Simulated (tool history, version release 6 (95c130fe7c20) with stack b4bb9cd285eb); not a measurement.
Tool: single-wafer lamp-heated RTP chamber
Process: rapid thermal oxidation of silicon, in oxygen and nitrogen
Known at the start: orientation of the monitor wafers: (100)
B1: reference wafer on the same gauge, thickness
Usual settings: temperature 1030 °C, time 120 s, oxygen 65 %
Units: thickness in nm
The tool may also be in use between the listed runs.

{"run": 1, "hour": 0.0, "temperature": 1030, "time": 120, "oxygen": 65, "B1": 9.953, "thickness": 9.181}
{"run": 2, "hour": 27.0, "temperature": 1030, "time": 120, "oxygen": 65, "B1": 9.95, "thickness": 9.217}
{"run": 3, "hour": 41.7, "temperature": 1030, "time": 106, "oxygen": 65, "B1": 9.952, "thickness": 8.69}
{"hour": 50.6, "done": "gauge calibrated"}
{"run": 4, "hour": 78.1, "temperature": 1038, "time": 120, "oxygen": 81, "B1": 9.95, "thickness": 10.513}
{"run": 5, "hour": 110.0, "temperature": 1038, "time": 120, "oxygen": 81, "B1": 9.951, "thickness": 10.558}
{"run": 6, "hour": 135.9, "temperature": 1038, "time": 120, "oxygen": 81, "B1": 9.953, "thickness": 10.535}
{"run": 7, "hour": 228.6, "temperature": 1030, "time": 120, "oxygen": 65, "B1": 9.955, "thickness": 9.171}
{"run": 8, "hour": 250.0, "temperature": 1030, "time": 120, "oxygen": 65, "B1": 9.947, "thickness": 9.18}
{"run": 9, "hour": 275.0, "temperature": 1030, "time": 142, "oxygen": 65, "B1": 9.946, "thickness": 9.902}
{"run": 10, "hour": 306.1, "temperature": 1030, "time": 142, "oxygen": 65, "B1": 9.956, "thickness": 9.928}
{"run": 11, "hour": 334.3, "temperature": 1030, "time": 120, "oxygen": 65, "B1": 9.955, "thickness": 9.154}
{"run": 12, "hour": 369.3, "temperature": 1030, "time": 120, "oxygen": 65, "B1": 9.957, "thickness": 9.164}
{"run": 13, "hour": 452.6, "temperature": 1030, "time": 120, "oxygen": 65, "B1": 9.952, "thickness": 9.224}
{"hour": 485.0, "done": "oxygen flow controller replaced"}
{"run": 14, "hour": 485.5, "temperature": 1001, "time": 91, "oxygen": 80, "B1": 9.946, "thickness": 7.075}
{"run": 15, "hour": 504.3, "temperature": 1052, "time": 140, "oxygen": 65, "B1": 9.958, "thickness": 11.514}
{"run": 16, "hour": 529.8, "temperature": 1040, "time": 120, "oxygen": 65, "B1": 9.96, "thickness": 9.858}
{"run": 17, "hour": 559.5, "temperature": 1009, "time": 120, "oxygen": 65, "B1": 9.945, "thickness": 7.91}
{"run": 18, "hour": 573.6, "temperature": 1030, "time": 120, "oxygen": 88, "B1": 9.949, "thickness": 10.227}
{"hour": 593.5, "done": "gauge calibrated"}
{"hour": 600.7, "done": "pyrometer window cleaned and pyrometer calibrated"}
{"run": 19, "hour": 660.1, "temperature": 1002, "time": 120, "oxygen": 94, "B1": 9.962, "thickness": 8.531}
{"run": 20, "hour": 673.8, "temperature": 1045, "time": 120, "oxygen": 47, "B1": 9.947, "thickness": 9.048}
{"run": 21, "hour": 700.2, "temperature": 1030, "time": 62, "oxygen": 77, "B1": 9.956, "thickness": 7.253}
{"run": 22, "hour": 714.7, "temperature": 1030, "time": 157, "oxygen": 65, "B1": 9.946, "thickness": 10.379}
{"run": 23, "hour": 744.1, "temperature": 1030, "time": 120, "oxygen": 65, "B1": 9.946, "thickness": 9.195}
{"run": 24, "hour": 761.6, "temperature": 1005, "time": 165, "oxygen": 77, "B1": 9.945, "thickness": 9.41}
{"run": 25, "hour": 790.7, "temperature": 1030, "time": 163, "oxygen": 65, "B1": 9.947, "thickness": 10.568}

The tool's hidden state at each run:
true wafer temperature minus pyrometer reading, K: 0 in every run
deviation of the oxygen flow from its setpoint, %: 0 in every run
gauge reads high (%): 0 in every run
